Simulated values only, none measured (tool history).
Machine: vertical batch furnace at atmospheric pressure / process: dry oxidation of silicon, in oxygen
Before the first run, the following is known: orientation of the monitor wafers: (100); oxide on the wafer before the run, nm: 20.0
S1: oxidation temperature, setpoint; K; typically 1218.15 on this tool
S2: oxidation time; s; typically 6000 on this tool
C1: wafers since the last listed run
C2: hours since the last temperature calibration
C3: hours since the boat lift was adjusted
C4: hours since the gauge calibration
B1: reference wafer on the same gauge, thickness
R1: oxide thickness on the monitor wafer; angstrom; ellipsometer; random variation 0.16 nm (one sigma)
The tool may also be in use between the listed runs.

Run 1, hour 0.0: usual settings; C1 0; C2 1956.5; C3 2166.4; C4 1179.5; B1 49.01. Result: R1 545.6 angstrom.
Run 2, hour 41.4: usual settings; C1 337; C2 1997.9; C3 2207.8; C4 1220.9; B1 49.00. Result: R1 547.0 angstrom.
Run 3, hour 206.9: usual settings; C1 1349; C2 2163.4; C3 2373.3; C4 1386.4; B1 49.04. Result: R1 549.0 angstrom.
Run 4, hour 260.7: usual settings; C1 438; C2 2217.2; C3 2427.1; C4 1440.2; B1 49.00. Result: R1 548.8 angstrom.
Run 5, hour 361.6: usual settings; C1 822; C2 2318.1; C3 2528.0; C4 1541.1; B1 48.99. Result: R1 549.9 angstrom.
Run 6, hour 448.1: usual settings but S1 1237.15 K; C1 705; C2 2404.6; C3 2614.5; C4 1627.6; B1 49.00. Result: R1 622.1 angstrom.
Run 7, hour 596.2: usual settings but S1 1237.15 K; C1 1207; C2 2552.7; C3 2762.6; C4 1775.7; B1 48.98. Result: R1 626.9 angstrom.
Run 8, hour 701.2: usual settings but S1 1211.15 K; C1 856; C2 2657.7; C3 2867.6; C4 1880.7; B1 49.00. Result: R1 528.3 angstrom.
Run 9, hour 786.2: usual settings but S1 1211.15 K; C1 693; C2 2742.7; C3 2952.6; C4 1965.7; B1 49.01. Result: R1 526.7 angstrom.
Run 10, hour 823.5: usual settings; C1 304; C2 2780.0; C3 2989.9; C4 2003.0; B1 48.99. Result: R1 556.7 angstrom.
Run 11, hour 878.4: usual settings; C1 447; C2 2834.9; C3 3044.8; C4 2057.9; B1 48.99. Result: R1 555.0 angstrom.
Run 12, hour 930.3: usual settings but S1 1205.15 K, S2 7020 s; C1 423; C2 2886.8; C3 3096.7; C4 2109.8; B1 49.00. Result: R1 551.8 angstrom.
At hour 956.9: thermocouples replaced and temperature profile calibrated.
Run 13, hour 1013.5: usual settings but S1 1205.15 K, S2 7020 s; C1 482; C2 56.6; C3 3179.9; C4 2193.0; B1 48.99. Result: R1 531.6 angstrom.
Run 14, hour 1104.2: usual settings but S1 1237.15 K; C1 739; C2 147.3; C3 3270.6; C4 2283.7; B1 49.02. Result: R1 616.6 angstrom.
Run 15, hour 1169.9: usual settings but S1 1236.15 K, S2 7320 s; C1 535; C2 213.0; C3 3336.3; C4 2349.4; B1 49.02. Result: R1 686.6 angstrom.
At hour 1180.0: gauge calibrated.
Run 16, hour 1226.2: usual settings but S1 1242.15 K, S2 3450 s; C1 459; C2 269.3; C3 3392.6; C4 46.2; B1 49.01. Result: R1 470.7 angstrom.
Run 17, hour 1399.0: usual settings; C1 1409; C2 442.1; C3 3565.4; C4 219.0; B1 48.98. Result: R1 541.0 angstrom.
Run 18, hour 1503.0: usual settings but S2 3090 s; C1 848; C2 546.1; C3 3669.4; C4 323.0; B1 49.02. Result: R1 391.0 angstrom.
At hour 1571.4: boat lift adjusted.
Run 19, hour 1596.2: usual settings but S1 1199.15 K, S2 7500 s; C1 564; C2 639.3; C3 24.8; C4 416.2; B1 49.00. Result: R1 529.1 angstrom.
Run 20, hour 1801.1: usual settings but S1 1226.15 K; C1 1670; C2 844.2; C3 229.7; C4 621.1; B1 49.01. Result: R1 575.3 angstrom.

Predict the results of run 21:
Run 21, hour 1846.0: usual settings but S1 1226.15 K, S2 4320 s; C1 366; C2 889.1; C3 274.6; C4 666.0; B1 ?. Result: R1 ?.

{"run 21": {"B1": 48.97, "R1": 480.7}}
With the hidden condition absent and the run-to-run variation left alone, this run would have shown R1 478.1 angstrom.
